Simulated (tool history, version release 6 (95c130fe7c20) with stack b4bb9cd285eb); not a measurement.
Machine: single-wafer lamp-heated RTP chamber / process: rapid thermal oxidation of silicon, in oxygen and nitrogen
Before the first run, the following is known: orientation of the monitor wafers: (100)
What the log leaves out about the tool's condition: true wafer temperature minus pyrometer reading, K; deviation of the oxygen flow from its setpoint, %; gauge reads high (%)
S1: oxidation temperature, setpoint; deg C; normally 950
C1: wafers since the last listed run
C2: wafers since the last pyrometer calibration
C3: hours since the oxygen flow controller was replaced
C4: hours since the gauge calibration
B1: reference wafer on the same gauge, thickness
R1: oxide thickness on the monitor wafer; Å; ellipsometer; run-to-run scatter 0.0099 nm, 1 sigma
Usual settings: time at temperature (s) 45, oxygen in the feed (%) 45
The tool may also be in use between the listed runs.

Run 1, day 0.000: usual settings but oxygen in the feed (%) 64; C1 0; C2 6515; C3 5029.5; C4 84.6; B1 3.667. Result: R1 35.84 Å.
Run 2, day 0.375: usual settings but oxygen in the feed (%) 64; C1 88; C2 6604; C3 5038.5; C4 93.6; B1 3.669. Result: R1 35.75 Å.
Run 3, day 1.033: usual settings but oxygen in the feed (%) 64; C1 155; C2 6760; C3 5054.3; C4 109.4; B1 3.673. Result: R1 35.74 Å.
Run 4, day 1.433: usual settings but S1 933 deg C; C1 94; C2 6854; C3 5063.9; C4 119.0; B1 3.672. Result: R1 29.84 Å.
Run 5, day 1.792: usual settings but S1 933 deg C; C1 84; C2 6939; C3 5072.5; C4 127.6; B1 3.671. Result: R1 30.06 Å.
Run 6, day 2.075: usual settings; C1 67; C2 7006; C3 5079.3; C4 134.4; B1 3.669. Result: R1 32.79 Å.
Run 7, day 2.800: usual settings; C1 171; C2 7178; C3 5096.7; C4 151.8; B1 3.670. Result: R1 32.87 Å.
Run 8, day 3.121: usual settings; C1 75; C2 7253; C3 5104.4; C4 159.5; B1 3.667. Result: R1 32.69 Å.
Run 9, day 4.079: usual settings; C1 226; C2 7480; C3 5127.4; C4 182.5; B1 3.669. Result: R1 32.74 Å.
At day 4.988: pyrometer window cleaned and pyrometer calibrated.
Run 10, day 5.008: usual settings; C1 140; C2 5; C3 5149.7; C4 204.8; B1 3.670. Result: R1 30.93 Å.
Run 11, day 5.283: usual settings; C1 65; C2 70; C3 5156.3; C4 211.4; B1 3.668. Result: R1 30.91 Å.
Run 12, day 5.554: usual settings but oxygen in the feed (%) 65; C1 64; C2 134; C3 5162.8; C4 217.9; B1 3.677. Result: R1 33.66 Å.
Run 13, day 6.175: usual settings but S1 924 deg C, time at temperature (s) 24, oxygen in the feed (%) 30; C1 146; C2 281; C3 5177.7; C4 232.8; B1 3.668. Result: R1 23.33 Å.
Run 14, day 6.925: usual settings; C1 177; C2 458; C3 5195.7; C4 250.8; B1 3.676. Result: R1 31.00 Å.
At day 7.754: oxygen flow controller replaced.
Run 15, day 7.775: usual settings but S1 969 deg C, time at temperature (s) 35, oxygen in the feed (%) 17; C1 122; C2 580; C3 0.5; C4 271.2; B1 3.671. Result: R1 26.51 Å.
Run 16, day 8.138: usual settings but S1 935 deg C, time at temperature (s) 55, oxygen in the feed (%) 73; C1 85; C2 666; C3 9.2; C4 279.9; B1 3.673. Result: R1 34.63 Å.
Run 17, day 8.483: usual settings but S1 922 deg C, time at temperature (s) 64, oxygen in the feed (%) 33; C1 81; C2 748; C3 17.5; C4 288.2; B1 3.673. Result: R1 28.67 Å.
At day 8.683: gauge calibrated.
Run 18, day 9.083: usual settings; C1 141; C2 890; C3 31.9; C4 9.6; B1 3.666. Result: R1 31.39 Å.
Run 19, day 9.683: usual settings but S1 969 deg C, oxygen in the feed (%) 17; C1 141; C2 1032; C3 46.3; C4 24.0; B1 3.676. Result: R1 28.34 Å.
Run 20, day 11.783: usual settings but S1 940 deg C; C1 496; C2 1528; C3 96.7; C4 74.4; B1 3.669. Result: R1 29.86 Å.
Run 21, day 12.304: usual settings; C1 123; C2 1651; C3 109.2; C4 86.9; B1 3.673. Result: R1 31.68 Å.

Alternative continuations, all from the tool just after run 21; predict every row:
Run A, day 12.321: usual settings but S1 965 deg C; C1 3; C2 1655; C3 109.6; C4 87.3; B1 ?. Result: R1 ?.
Run B, day 12.321: usual settings but time at temperature (s) 55; C1 3; C2 1655; C3 109.6; C4 87.3; B1 ?. Result: R1 ?.
Run C, day 12.321: usual settings but S1 922 deg C, oxygen in the feed (%) 23; C1 3; C2 1655; C3 109.6; C4 87.3; B1 ?. Result: R1 ?.
Run D, day 12.321: usual settings but S1 937 deg C, time at temperature (s) 34, oxygen in the feed (%) 56; C1 3; C2 1655; C3 109.6; C4 87.3; B1 ?. Result: R1 ?.
Run E, day 12.321: usual settings but S1 941 deg C, oxygen in the feed (%) 25; C1 3; C2 1655; C3 109.6; C4 87.3; B1 ?. Result: R1 ?.

run     B1     R1
  A  3.668  34.29
  B  3.668  33.72
  C  3.668  25.50
  D  3.668  28.60
  E  3.668  27.29
With no hidden state in the tool, these same runs would have given:
run     R1
  A  33.28
  B  32.75
  C  25.16
  D  27.96
  E  26.81
